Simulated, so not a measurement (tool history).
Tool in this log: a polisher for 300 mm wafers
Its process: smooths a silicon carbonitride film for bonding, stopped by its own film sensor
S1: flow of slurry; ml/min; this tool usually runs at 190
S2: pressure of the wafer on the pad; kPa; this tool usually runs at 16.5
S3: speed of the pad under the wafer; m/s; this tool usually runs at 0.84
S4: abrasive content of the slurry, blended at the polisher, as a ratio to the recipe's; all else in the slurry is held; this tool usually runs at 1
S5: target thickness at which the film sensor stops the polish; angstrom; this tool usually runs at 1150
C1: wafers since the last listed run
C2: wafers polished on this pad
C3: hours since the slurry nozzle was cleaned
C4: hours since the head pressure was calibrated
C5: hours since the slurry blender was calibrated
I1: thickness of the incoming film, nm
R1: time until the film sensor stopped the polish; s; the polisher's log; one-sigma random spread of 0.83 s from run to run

Run 1, hour 0: usual settings; C1 0; C2 1053; C3 129.4; C4 376.8; C5 50; I1 130.1. Result: R1 64.1 s.
Run 2, hour 11.1: usual settings; C1 119; C2 1172; C3 140.5; C4 387.9; C5 61.1; I1 132.4. Result: R1 76.3 s.
Run 3, hour 18.1: usual settings but S1 145 ml/min; C1 75; C2 1248; C3 147.5; C4 394.9; C5 68.1; I1 129.6. Result: R1 66.5 s.
At hour 22.9: worn pad replaced by a new one.
Run 4, hour 33.5: usual settings; C1 123; C2 114; C3 162.9; C4 410.3; C5 83.5; I1 129.5. Result: R1 61 s.
Run 5, hour 48.3: usual settings but S2 19.3 kPa, S5 1110 angstrom; C1 159; C2 274; C3 177.7; C4 425.1; C5 98.3; I1 130. Result: R1 70.6 s.
At hour 58.5: slurry blender recalibrated.
Run 6, hour 63.8: usual settings; C1 145; C2 420; C3 193.2; C4 440.6; C5 5.3; I1 130.7. Result: R1 64.3 s.
Run 7, hour 78.4: usual settings; C1 157; C2 577; C3 207.8; C4 455.2; C5 19.9; I1 128.7. Result: R1 58.3 s.
Run 8, hour 85.8: usual settings; C1 79; C2 657; C3 215.2; C4 462.6; C5 27.3; I1 130.4. Result: R1 65.8 s.
Run 9, hour 95.4: usual settings but S1 165 ml/min; C1 103; C2 761; C3 224.8; C4 472.2; C5 36.9; I1 130.7. Result: R1 70.4 s.
Run 10, hour 108.4: usual settings; C1 140; C2 901; C3 237.8; C4 485.2; C5 49.9; I1 129.5. Result: R1 62.8 s.
Run 11, hour 120.7: usual settings; C1 132; C2 1034; C3 250.1; C4 497.5; C5 62.2; I1 131.5. Result: R1 70.1 s.
Run 12, hour 131.1: usual settings; C1 112; C2 1146; C3 260.5; C4 507.9; C5 72.6; I1 131.3. Result: R1 70.7 s.
Run 13, hour 137.4: usual settings but S1 215 ml/min, S2 19.3 kPa; C1 67; C2 1214; C3 266.8; C4 514.2; C5 78.9; I1 130.4. Result: R1 58.7 s.
At hour 145.5: head pressure recalibrated.
At hour 156.3: slurry blender recalibrated.
At hour 159: worn pad replaced by a new one.
Run 14, hour 159.5: usual settings but S1 215 ml/min, S2 19.3 kPa; C1 165; C2 4; C3 288.9; C4 14; C5 3.2; I1 131.3. Result: R1 66.2 s.
Run 15, hour 170.7: usual settings but S2 14.5 kPa; C1 120; C2 125; C3 300.1; C4 25.2; C5 14.4; I1 130. Result: R1 76.6 s.
Run 16, hour 185.8: usual settings but S3 1.12 m/s, S5 1200 angstrom; C1 162; C2 288; C3 315.2; C4 40.3; C5 29.5; I1 131.7. Result: R1 44.2 s.
Run 17, hour 195.6: usual settings but S1 245 ml/min, S4 1.15, S5 1120 angstrom; C1 105; C2 394; C3 325; C4 50.1; C5 39.3; I1 128.6. Result: R1 70.5 s.
At hour 207.5: slurry nozzle cleaned.
Run 18, hour 212.7: usual settings but S2 20 kPa, S3 1.04 m/s; C1 173; C2 568; C3 5.2; C4 67.2; C5 56.4; I1 131.2. Result: R1 57.7 s.
At hour 217.4: worn pad replaced by a new one, repeated, since the last time left the tool worse.
Run 19, hour 227.2: usual settings but S1 205 ml/min, S4 0.9, S5 1200 angstrom; C1 113; C2 105; C3 19.7; C4 81.7; C5 70.9; I1 130.5. Result: R1 45.9 s.
Run 20, hour 241.6: usual settings but S1 165 ml/min, S4 1.25; C1 155; C2 261; C3 34.1; C4 96.1; C5 85.3; I1 127.8. Result: R1 48 s.
At hour 252.6: slurry blender recalibrated.
Run 21, hour 254.6: usual settings but S1 205 ml/min, S4 0.9, S5 1200 angstrom; C1 118; C2 380; C3 47.1; C4 109.1; C5 2; I1 131.4. Result: R1 51.3 s.
Run 22, hour 268.3: usual settings but S1 205 ml/min, S4 0.9, S5 1200 angstrom; C1 147; C2 527; C3 60.8; C4 122.8; C5 15.7; I1 131. Result: R1 50.8 s.
Run 23, hour 275.2: usual settings but S2 12.4 kPa, S3 0.94 m/s, S4 1.1, S5 1110 angstrom; C1 74; C2 602; C3 67.7; C4 129.7; C5 22.6; I1 132.5. Result: R1 94.5 s.
Run 24, hour 289.8: usual settings; C1 157; C2 759; C3 82.3; C4 144.3; C5 37.2; I1 129.8. Result: R1 64.9 s.
Run 25, hour 302.1: usual settings; C1 132; C2 892; C3 94.6; C4 156.6; C5 49.5; I1 128.8. Result: R1 59.3 s.
Run 26, hour 312.7: usual settings but S5 1130 angstrom; C1 114; C2 1006; C3 105.2; C4 167.2; C5 60.1; I1 129.3. Result: R1 71.2 s.
Run 27, hour 324.3: usual settings; C1 125; C2 1132; C3 116.8; C4 178.8; C5 71.7; I1 128.8. Result: R1 61 s.
Run 28, hour 335: usual settings; C1 115; C2 1247; C3 127.5; C4 189.5; C5 82.4; I1 130.9. Result: R1 68 s.
Run 29, hour 352.1: usual settings but S1 160 ml/min, S3 0.92 m/s; C1 184; C2 1432; C3 144.6; C4 206.6; C5 99.5; I1 130.3. Result: R1 64.2 s.

4 ways to go on from here, each from the tool as it stands after run 29. What would each give?
Run A, hour 352.5: usual settings; C1 4; C2 1436; C3 145; C4 207; C5 99.9; I1 130.4. Result: R1 ?.
Run B, hour 352.5: usual settings but S2 21.4 kPa, S3 0.6 m/s, S4 1.25, S5 1110 angstrom; C1 4; C2 1436; C3 145; C4 207; C5 99.9; I1 130.4. Result: R1 ?.
Run C, hour 352.5: usual settings but S1 165 ml/min, S3 1 m/s, S4 0.75, S5 1120 angstrom; C1 4; C2 1436; C3 145; C4 207; C5 99.9; I1 130.4. Result: R1 ?.
Run D, hour 352.5: usual settings but S3 1.06 m/s; C1 4; C2 1436; C3 145; C4 207; C5 99.9; I1 130.4. Result: R1 ?.

run    R1
  A  67.2
  B  81.5
  C  88.9
  D  55.8
Take away the tool's hidden state, keep each run's random variation, and the runs would have read:
run    R1
  A  62.6
  B  75.9
  C  82.8
  D  51.9

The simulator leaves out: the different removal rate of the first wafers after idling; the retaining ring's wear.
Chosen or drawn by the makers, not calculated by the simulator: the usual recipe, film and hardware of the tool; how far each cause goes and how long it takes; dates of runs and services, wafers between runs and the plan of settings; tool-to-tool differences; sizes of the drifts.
